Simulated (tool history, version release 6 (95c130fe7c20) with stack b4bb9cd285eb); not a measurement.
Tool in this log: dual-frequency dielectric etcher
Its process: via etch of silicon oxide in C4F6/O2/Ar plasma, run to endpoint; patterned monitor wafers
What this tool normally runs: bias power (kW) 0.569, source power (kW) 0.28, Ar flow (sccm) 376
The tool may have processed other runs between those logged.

run	hour	bias power (kW)	source power (kW)	Ar flow (sccm)	incoming incoming film thickness, nm	endpoint time (s)
1	0	0.569	0.28	376	116.6	29.8
2	26.5	0.569	0.28	376	118.4	30.1
3	49	0.569	0.28	376	118.5	30.5
4	83.8	0.569	0.28	376	117.3	29.6
5	103	0.569	0.28	376	120.1	30.2
6	138.3	0.569	0.28	376	118.4	29.4
7	170	0.569	0.28	376	117.9	29.8
8	221.3	0.569	0.28	376	118.3	31
9	233.8	0.471	0.28	401	118.7	33.3
10	247.9	0.471	0.28	401	117.4	32.6
11	268.2	0.538	0.28	302	118.6	30.3
12	292.5	0.538	0.28	302	118.3	30.5
13	308.5	0.538	0.28	302	117.3	30
14	325.8	0.538	0.28	302	117.4	29.5
15	358.4	0.471	0.28	401	118.4	32.4
16	374.7	0.642	0.25	376	118.6	31.6
17	391.5	0.569	0.28	376	120	30.5
18	412.8	0.468	0.28	376	118.3	32.3
19	444.6	0.661	0.28	376	118.4	28.7
20	461.3	0.464	0.25	423	118.4	35
21	485.3	0.569	0.28	421	118.1	30.5
22	500.7	0.569	0.28	291	116.3	27.9
23	534.6	0.569	0.28	376	118.1	29.5
24	564.3	0.631	0.28	376	117.6	29.6
25	574.1	0.521	0.34	428	119.6	29.9
26	599.4	0.569	0.28	376	117.7	30.6
27	616.2	0.538	0.28	302	118.9	30.7
28	651.2	0.492	0.28	376	118.5	32.3

Not shown here: 6 entries made in the log between runs. Locate each between two listed runs and compare the hidden state at the listed run before it with the hidden state at the listed run after it:
Between runs 7 and 8: upper electrode replaced (hour 210.8); wet clean of the chamber (hour 219.8); Ar flow controller replaced (hour 220.8)
  etch rate over this chamber's usual, %: 4.22 -> 0.166
  what was measured, less what the result would be without the hidden state, endpoint time (s): -1.2 -> +0
Between runs 8 and 9: source power generator calibrated (hour 228.7)
  etch rate over this chamber's usual, %: 0.166 -> 0.316
  what was measured, less what the result would be without the hidden state, endpoint time (s): +0 -> -0.1
Between runs 11 and 12: bias power generator calibrated (hour 283)
  etch rate over this chamber's usual, %: 0.73 -> 1.02
  what was measured, less what the result would be without the hidden state, endpoint time (s): -0.3 -> -0.3
Between runs 23 and 24: wet clean of the chamber (hour 563.8)
  etch rate over this chamber's usual, %: 3.93 -> -0.897
  what was measured, less what the result would be without the hidden state, endpoint time (s): -1.1 -> +0.2
